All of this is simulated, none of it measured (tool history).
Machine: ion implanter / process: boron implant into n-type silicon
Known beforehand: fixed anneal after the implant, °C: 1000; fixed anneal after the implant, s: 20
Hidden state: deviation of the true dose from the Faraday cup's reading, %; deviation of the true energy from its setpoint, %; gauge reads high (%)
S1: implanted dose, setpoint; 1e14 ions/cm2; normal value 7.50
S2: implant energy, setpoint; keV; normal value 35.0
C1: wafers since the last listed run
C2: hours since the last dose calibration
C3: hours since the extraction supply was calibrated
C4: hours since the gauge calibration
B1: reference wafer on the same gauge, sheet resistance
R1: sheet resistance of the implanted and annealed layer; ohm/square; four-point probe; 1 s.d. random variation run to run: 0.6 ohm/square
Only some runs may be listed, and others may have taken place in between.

| run | hour | S1 | S2 | C1 | C2 | C3 | C4 | B1 | R1 |
|---|---|---|---|---|---|---|---|---|---|
| 1 | 0.0 | 7.50 | 35.0 | 0 | 568.3 | 4239.4 | 24.3 | 121.96 | 140.19 |
|  | 10.4 | Faraday cup replaced and dose calibrated |
| 2 | 73.4 | 7.50 | 35.0 | 1135 | 63.0 | 4312.8 | 97.7 | 122.12 | 142.42 |
| 3 | 120.3 | 8.88 | 35.0 | 814 | 109.9 | 4359.7 | 144.6 | 122.12 | 123.37 |
| 4 | 174.6 | 5.98 | 35.0 | 942 | 164.2 | 4414.0 | 198.9 | 122.05 | 170.00 |
| 5 | 236.9 | 5.98 | 35.0 | 1081 | 226.5 | 4476.3 | 261.2 | 121.94 | 170.31 |
| 6 | 273.8 | 7.50 | 27.5 | 640 | 263.4 | 4513.2 | 298.1 | 121.90 | 143.17 |
| 7 | 378.0 | 7.50 | 27.5 | 1809 | 367.6 | 4617.4 | 402.3 | 121.93 | 142.83 |
|  | 402.2 | extraction supply calibrated |
| 8 | 444.7 | 8.67 | 47.0 | 1019 | 434.3 | 42.5 | 469.0 | 121.87 | 123.49 |
| 9 | 485.6 | 7.50 | 35.0 | 710 | 475.2 | 83.4 | 509.9 | 122.02 | 140.18 |
| 10 | 590.0 | 9.63 | 35.0 | 1813 | 579.6 | 187.8 | 614.3 | 122.04 | 113.96 |
| 11 | 643.8 | 7.50 | 35.0 | 934 | 633.4 | 241.6 | 668.1 | 121.91 | 140.47 |
|  | 655.2 | gauge calibrated |
|  | 666.9 | Faraday cup replaced and dose calibrated |
| 12 | 750.9 | 7.50 | 26.0 | 1720 | 84.0 | 348.7 | 95.7 | 122.17 | 146.98 |
| 13 | 822.8 | 5.68 | 25.5 | 1248 | 155.9 | 420.6 | 167.6 | 122.10 | 184.89 |
| 14 | 923.8 | 6.88 | 31.0 | 1753 | 256.9 | 521.6 | 268.6 | 121.93 | 154.18 |
| 15 | 1129.5 | 7.50 | 35.0 | 3572 | 462.6 | 727.3 | 474.3 | 121.95 | 142.77 |

Below are 4 alternative next runs, each starting from the tool's condition after run 15. Predict each:
| A | 1129.9 | 7.50 | 35.0 | 6 | 463.0 | 727.7 | 474.7 | ? | ? |
| B | 1129.9 | 7.50 | 39.5 | 6 | 463.0 | 727.7 | 474.7 | ? | ? |
| C | 1129.9 | 5.52 | 44.0 | 6 | 463.0 | 727.7 | 474.7 | ? | ? |
| D | 1129.9 | 8.83 | 47.0 | 6 | 463.0 | 727.7 | 474.7 | ? | ? |

| run | B1 | R1 |
|---|---|---|
| A | 121.98 | 142.12 |
| B | 121.98 | 141.00 |
| C | 121.98 | 179.26 |
| D | 121.98 | 122.46 |
Had the tool no hidden state, the same runs would have come out as:
| run | R1 |
|---|---|
| A | 144.68 |
| B | 143.50 |
| C | 182.40 |
| D | 124.61 |
